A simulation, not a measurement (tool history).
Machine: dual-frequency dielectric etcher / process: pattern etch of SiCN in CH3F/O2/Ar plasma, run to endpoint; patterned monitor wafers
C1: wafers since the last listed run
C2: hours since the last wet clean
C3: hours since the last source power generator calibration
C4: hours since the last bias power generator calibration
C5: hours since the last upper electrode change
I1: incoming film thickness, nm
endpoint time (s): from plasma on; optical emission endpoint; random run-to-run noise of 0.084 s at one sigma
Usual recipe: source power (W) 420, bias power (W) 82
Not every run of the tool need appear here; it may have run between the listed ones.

Run 1, hour 0.0: usual settings but bias power (W) 98; C1 0; C2 289.4; C3 2975.1; C4 2617.6; C5 1956.6; I1 11.34. Result: endpoint time (s) 25.4.
Run 2, hour 90.2: usual settings but bias power (W) 98; C1 1161; C2 379.6; C3 3065.3; C4 2707.8; C5 2046.8; I1 11.33. Result: endpoint time (s) 25.7.
Run 3, hour 151.0: usual settings but bias power (W) 98; C1 782; C2 440.4; C3 3126.1; C4 2768.6; C5 2107.6; I1 11.26. Result: endpoint time (s) 25.6.
At hour 194.6: wet clean of the chamber.
Run 4, hour 241.0: usual settings; C1 849; C2 46.4; C3 3216.1; C4 2858.6; C5 2197.6; I1 11.24. Result: endpoint time (s) 26.8.
Run 5, hour 331.4: usual settings; C1 1163; C2 136.8; C3 3306.5; C4 2949.0; C5 2288.0; I1 11.37. Result: endpoint time (s) 27.3.
Run 6, hour 371.2: usual settings; C1 512; C2 176.6; C3 3346.3; C4 2988.8; C5 2327.8; I1 11.32. Result: endpoint time (s) 27.2.
Run 7, hour 432.6: usual settings; C1 790; C2 238.0; C3 3407.7; C4 3050.2; C5 2389.2; I1 11.30. Result: endpoint time (s) 27.4.
At hour 523.5: upper electrode replaced, of another model than before.
Run 8, hour 527.5: usual settings; C1 912; C2 332.9; C3 3502.6; C4 3145.1; C5 4.0; I1 11.20. Result: endpoint time (s) 27.3.
Run 9, hour 597.5: usual settings; C1 901; C2 402.9; C3 3572.6; C4 3215.1; C5 74.0; I1 11.23. Result: endpoint time (s) 27.4.
At hour 696.6: wet clean of the chamber.
Run 10, hour 704.0: usual settings; C1 1062; C2 7.4; C3 3679.1; C4 3321.6; C5 180.5; I1 11.32. Result: endpoint time (s) 27.1.
Run 11, hour 751.2: usual settings but source power (W) 510, bias power (W) 94; C1 607; C2 54.6; C3 3726.3; C4 3368.8; C5 227.7; I1 11.18. Result: endpoint time (s) 24.2.
Run 12, hour 856.9: usual settings but bias power (W) 95; C1 1360; C2 160.3; C3 3832.0; C4 3474.5; C5 333.4; I1 11.30. Result: endpoint time (s) 26.3.
At hour 876.5: source power generator calibrated.
Run 13, hour 943.6: usual settings; C1 1064; C2 247.0; C3 67.1; C4 3561.2; C5 420.1; I1 11.25. Result: endpoint time (s) 27.5.
Run 14, hour 1025.7: usual settings but bias power (W) 101; C1 1056; C2 329.1; C3 149.2; C4 3643.3; C5 502.2; I1 11.38. Result: endpoint time (s) 26.3.
Run 15, hour 1174.3: usual settings but source power (W) 510, bias power (W) 89; C1 1912; C2 477.7; C3 297.8; C4 3791.9; C5 650.8; I1 11.40. Result: endpoint time (s) 26.0.
At hour 1201.7: wet clean of the chamber.
Run 16, hour 1215.2: usual settings but source power (W) 390, bias power (W) 68; C1 217; C2 13.5; C3 338.7; C4 3832.8; C5 691.7; I1 11.24. Result: endpoint time (s) 29.1.
Run 17, hour 1274.1: usual settings but source power (W) 510, bias power (W) 89; C1 758; C2 72.4; C3 397.6; C4 3891.7; C5 750.6; I1 11.23. Result: endpoint time (s) 24.8.
At hour 1298.6: bias power generator calibrated.
Run 18, hour 1333.3: usual settings but source power (W) 470, bias power (W) 98; C1 710; C2 131.6; C3 456.8; C4 34.7; C5 809.8; I1 11.16. Result: endpoint time (s) 24.7.
Run 19, hour 1551.8: usual settings but bias power (W) 71; C1 2812; C2 350.1; C3 675.3; C4 253.2; C5 1028.3; I1 11.32. Result: endpoint time (s) 28.8.

Run 20 has not been measured yet. What should we expect?
Run 20, hour 1631.4: usual settings but source power (W) 350, bias power (W) 87; C1 1024; C2 429.7; C3 754.9; C4 332.8; C5 1107.9; I1 11.42. Result: endpoint time (s) ?.

For run 20 the tool returned endpoint time (s) 29.3.
If the tool had no hidden condition, the same run with the same run-to-run variation would have returned endpoint time (s) 28.6.
